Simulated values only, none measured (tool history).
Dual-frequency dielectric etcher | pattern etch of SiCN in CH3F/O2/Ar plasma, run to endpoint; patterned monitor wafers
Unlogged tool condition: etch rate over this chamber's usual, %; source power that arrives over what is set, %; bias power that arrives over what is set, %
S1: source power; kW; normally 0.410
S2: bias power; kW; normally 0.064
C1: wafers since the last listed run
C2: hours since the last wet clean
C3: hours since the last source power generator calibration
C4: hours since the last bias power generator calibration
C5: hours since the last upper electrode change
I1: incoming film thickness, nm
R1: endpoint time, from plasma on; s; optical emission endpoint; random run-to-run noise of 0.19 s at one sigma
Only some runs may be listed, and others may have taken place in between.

run     day     S1     S2   C1     C2      C3      C4      C5     I1    R1
  1   0.000  0.380  0.064    0   17.7  3240.7  3352.2  5753.8  11.30  32.3
  2   0.508  0.410  0.064  209   29.9  3252.9  3364.4  5766.0  11.36  31.0
  3   1.475  0.410  0.064  398   53.1  3276.1  3387.6  5789.2  11.34  30.9
  4   2.242  0.410  0.064  315   71.5  3294.5  3406.0  5807.6  11.27  30.3
  5   2.942  0.470  0.064  288   88.3  3311.3  3422.8  5824.4  11.26  28.2
  6   3.729  0.470  0.064  324  107.2  3330.2  3441.7  5843.3  11.35  28.4
  7   4.583  0.470  0.064  351  127.7  3350.7  3462.2  5863.8  11.30  28.4
  8   5.221  0.460  0.064  262  143.0  3366.0  3477.5  5879.1  11.21  28.7
  9   6.717  0.460  0.064  616  178.9  3401.9  3513.4  5915.0  11.33  28.8
 10   7.754  0.410  0.064  427  203.8  3426.8  3538.3  5939.9  11.35  30.6
 11   8.317  0.410  0.064  231  217.3  3440.3  3551.8  5953.4  11.23  30.1
      8.638  -- source power generator calibrated
 12   9.292  0.410  0.064  332  240.7    15.7  3575.2  5976.8  11.46  30.7
      9.754  -- bias power generator calibrated
 13  10.367  0.460  0.068  374  266.5    41.5    14.7  6002.6  11.29  27.9
 14  11.538  0.510  0.064  482  294.6    69.6    42.8  6030.7  11.30  27.4
 15  12.296  0.410  0.064  312  312.8    87.8    61.0  6048.9  11.39  30.5
     14.146  -- upper electrode replaced
 16  14.167  0.460  0.080  358  357.7   132.7   105.9     0.5  11.37  25.9
 17  14.354  0.320  0.064   77  362.2   137.2   110.4     5.0  11.36  35.8
 18  15.062  0.310  0.077  291  379.2   154.2   127.4    22.0  11.28  33.2
 19  16.029  0.450  0.051  398  402.4   177.4   150.6    45.2  11.37  33.0
 20  16.600  0.380  0.073  235  416.1   191.1   164.3    58.9  11.41  30.5
 21  17.417  0.410  0.064  336  435.7   210.7   183.9    78.5  11.40  30.9
     18.788  -- wet clean of the chamber
 22  18.900  0.380  0.059  199    2.7   246.3   219.5   114.1  11.31  33.4
 23  19.496  0.440  0.077  245   17.0   260.6   233.8   128.4  11.25  26.9
 24  20.317  0.470  0.064  338   36.7   280.3   253.5   148.1  11.21  28.4
 25  21.708  0.460  0.064  573   70.1   313.7   286.9   181.5  11.31  28.7
 26  22.217  0.320  0.056  209   82.3   325.9   299.1   193.7  11.37  38.7
 27  22.896  0.410  0.064  279   98.6   342.2   315.4   210.0  11.45  31.0
 28  23.500  0.460  0.056  248  113.1   356.7   329.9   224.5  11.37  31.2
 29  24.292  0.410  0.064  326  132.1   375.7   348.9   243.5  11.34  30.6
 30  24.804  0.410  0.052  211  144.4   388.0   361.2   255.8  11.36  34.0
 31  25.971  0.320  0.053  480  172.4   416.0   389.2   283.8  11.24  38.7
 32  26.571  0.410  0.064  247  186.8   430.4   403.6   298.2  11.23  30.5
 33  27.833  0.350  0.074  520  217.1   460.7   433.9   328.5  11.43  31.3
 34  29.088  0.410  0.064  516  247.2   490.8   464.0   358.6  11.23  30.2
 35  30.050  0.450  0.079  396  270.3   513.9   487.1   381.7  11.32  26.4

Here are 4 independent what-if runs from the current tool condition. What would each one return?
  A  30.067  0.490  0.064   6  270.7  514.3  487.5  382.1  11.29   ?
  B  30.067  0.310  0.064   6  270.7  514.3  487.5  382.1  11.29   ?
  C  30.067  0.410  0.058   6  270.7  514.3  487.5  382.1  11.29   ?
  D  30.067  0.360  0.070   6  270.7  514.3  487.5  382.1  11.29   ?

run    R1
  A  27.9
  B  36.2
  C  32.2
  D  31.6
Without the tool's hidden state the same runs would have given:
run    R1
  A  27.9
  B  36.2
  C  32.2
  D  31.6
